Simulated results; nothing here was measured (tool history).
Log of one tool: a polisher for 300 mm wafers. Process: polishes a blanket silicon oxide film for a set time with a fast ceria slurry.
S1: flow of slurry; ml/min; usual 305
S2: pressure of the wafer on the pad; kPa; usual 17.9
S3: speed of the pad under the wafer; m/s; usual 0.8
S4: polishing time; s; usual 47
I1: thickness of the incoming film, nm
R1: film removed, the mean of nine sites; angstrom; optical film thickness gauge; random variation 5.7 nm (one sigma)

run   hour   S1    S2    S3  S4      I1    R1
  1      0  270  17.9   0.8  47  1551.6  5441
  2   32.1  270  17.9   0.8  47  1557.1  5249
  3   65.8  270  17.9   0.8  47  1552.3  5643
  4   98.6  390  17.9   0.6  47  1568.5  4501
  5  128.5  390  17.9   0.6  47  1542.5  4372
  6  146.3  390  17.9   0.6  47  1560.2  4687
  7    163  305  17.9   0.8  47  1534.9  5632
  8  177.2  305  17.9   0.8  47  1563.5  5500
  9  209.4  305  17.9   0.8  47    1550  5372
 10  228.3  305  17.9   0.8  47  1540.4  5241
 11  281.6  305  17.9   0.8  47  1565.2  5602
 12  298.6  305  15.2  1.04  35  1539.1  4395
 13  321.5  305  24.1   0.8  58  1576.5  8819
 14  348.2  305  21.4   0.8  62  1594.3  8937
 15  373.7  305  17.9   0.8  39  1559.2  4512
 16  397.2  305  17.9   0.8  47  1564.1  6069
 17  422.8  395  15.2   0.8  47  1553.3  5077
 18  441.1  360  17.9   0.9  47  1539.2  6528
 19  460.3  305  21.4   0.8  62  1564.1  8998
 20  481.1  305  17.9   0.8  47  1581.4  5598
 21  511.3  305  17.9   0.8  47  1564.5  6041
 22  545.6  305  22.8   0.8  56  1551.5  8795
 23  561.8  305  17.9   0.8  47  1568.7  5772

Not shown: 7 entries that the log had between the listed runs. Between which runs, and how does the tool's hidden state differ before and after?
Between runs 2 and 3: worn pad replaced by a new one (hour 43.7)
  removal rate lost through wear of the pad, %: 9.13 -> 2.1; slurry flow missing at the pad, %: 29.6 -> 31.3
  measured less the result without the state, R1: -787 -> -401 angstrom
Between runs 5 and 6: worn pad replaced by a new one (hour 141.6)
  removal rate lost through wear of the pad, %: 7.86 -> 2.29; slurry flow missing at the pad, %: 34.3 -> 35.2
  measured less the result without the state, R1: -557 -> -303 angstrom
Between runs 8 and 9: head pressure recalibrated (hour 199.4)
  removal rate lost through wear of the pad, %: 5.12 -> 8.08; slurry flow missing at the pad, %: 36.7 -> 38.3
  measured less the result without the state, R1: -618 -> -819 angstrom
Between runs 10 and 11: worn pad replaced by a new one (hour 263.9)
  removal rate lost through wear of the pad, %: 9.81 -> 2.25; slurry flow missing at the pad, %: 39.3 -> 41.9
  measured less the result without the state, R1: -930 -> -526 angstrom
Between runs 13 and 14: slurry nozzle cleaned (hour 335.9)
  removal rate lost through wear of the pad, %: 5.91 -> 8.36; slurry flow missing at the pad, %: 43.9 -> 2.82
  measured less the result without the state, R1: -1260 -> -841 angstrom
Between runs 15 and 16: worn pad replaced by a new one (hour 390.8)
  removal rate lost through wear of the pad, %: 10.7 -> 1.01; slurry flow missing at the pad, %: 4.07 -> 5.23
  measured less the result without the state, R1: -560 -> -93 angstrom
Between runs 20 and 21: worn pad replaced by a new one (hour 510.8)
  removal rate lost through wear of the pad, %: 8.71 -> 1.19; slurry flow missing at the pad, %: 9.36 -> 10.9
  measured less the result without the state, R1: -593 -> -141 angstrom
